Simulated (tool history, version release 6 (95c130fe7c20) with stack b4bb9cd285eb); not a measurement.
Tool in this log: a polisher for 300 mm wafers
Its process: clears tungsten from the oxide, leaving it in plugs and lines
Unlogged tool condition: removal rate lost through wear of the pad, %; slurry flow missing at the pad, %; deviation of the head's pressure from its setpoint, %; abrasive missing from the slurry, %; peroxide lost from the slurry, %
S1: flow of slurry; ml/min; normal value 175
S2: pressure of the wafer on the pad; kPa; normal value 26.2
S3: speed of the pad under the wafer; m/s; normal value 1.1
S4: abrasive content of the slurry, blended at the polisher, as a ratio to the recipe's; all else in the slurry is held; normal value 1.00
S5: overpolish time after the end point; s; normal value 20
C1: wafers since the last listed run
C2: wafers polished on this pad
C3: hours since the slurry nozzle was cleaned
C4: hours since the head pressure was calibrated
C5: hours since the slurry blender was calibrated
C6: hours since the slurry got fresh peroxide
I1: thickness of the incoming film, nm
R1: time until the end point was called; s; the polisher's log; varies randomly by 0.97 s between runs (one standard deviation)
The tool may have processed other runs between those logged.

run	hour	S1	S2	S3	S4	S5	C1	C2	C3	C4	C5	C6	I1	R1
1	0.0	175	26.2	1.1	1.00	20	0	2254	131.2	497.7	71.8	574.1	408.6	65.4
2	39.4	175	26.2	1.1	1.00	20	208	2462	170.6	537.1	111.2	613.5	410.3	65.6
# hour 83.1: slurry tank refilled with fresh slurry and peroxide
3	96.7	175	26.2	1.1	1.00	20	298	2761	227.9	594.4	168.5	13.6	402.1	64.1
# hour 183.3: worn pad replaced by a new one
4	194.5	175	26.2	1.1	1.00	20	497	59	325.7	692.2	266.3	111.4	407.2	66.7
5	301.9	175	26.2	1.1	1.00	20	569	628	433.1	799.6	373.7	218.8	406.8	66.9
6	368.9	175	26.2	1.1	1.00	20	355	984	500.1	866.6	440.7	285.8	412.0	70.6
# hour 437.6: slurry nozzle cleaned
7	473.1	175	26.2	1.1	1.00	27	547	1531	35.5	970.8	544.9	390.0	407.3	64.6
8	557.1	175	26.2	1.1	1.00	27	445	1976	119.5	1054.8	628.9	474.0	416.9	67.9
# hour 583.0: slurry blender recalibrated
9	605.3	175	26.2	1.1	1.00	27	244	2221	167.7	1103.0	22.3	522.2	411.3	67.5
10	654.4	135	26.2	1.1	1.10	8	260	2481	216.8	1152.1	71.4	571.3	411.0	66.9
# hour 706.7: slurry tank refilled with fresh slurry and peroxide
# hour 723.8: worn pad replaced by a new one
11	729.1	175	26.2	1.1	0.85	20	369	28	291.5	1226.8	146.1	22.4	411.3	72.8
12	811.3	175	26.2	1.1	1.00	20	435	464	373.7	1309.0	228.3	104.6	413.6	68.6
13	894.9	155	26.2	1.1	1.00	20	443	907	457.3	1392.6	311.9	188.2	410.1	71.2
# hour 903.1: head pressure recalibrated
14	997.5	175	19.3	1.1	1.00	12	533	1440	559.9	94.4	414.5	290.8	412.2	97.9
# hour 1068.2: slurry nozzle cleaned
15	1096.6	130	23.4	1.1	1.00	13	520	1960	28.4	193.5	513.6	389.9	410.9	78.3

Forecast run 16:
16	1142.4	175	33.1	1.1	1.00	20	242	2203	74.2	239.3	559.4	435.7	405.9	?

{"run 16": {"R1": 52.7}}
With the hidden condition absent and the run-to-run variation left alone, this run would have shown R1 51.9 s.

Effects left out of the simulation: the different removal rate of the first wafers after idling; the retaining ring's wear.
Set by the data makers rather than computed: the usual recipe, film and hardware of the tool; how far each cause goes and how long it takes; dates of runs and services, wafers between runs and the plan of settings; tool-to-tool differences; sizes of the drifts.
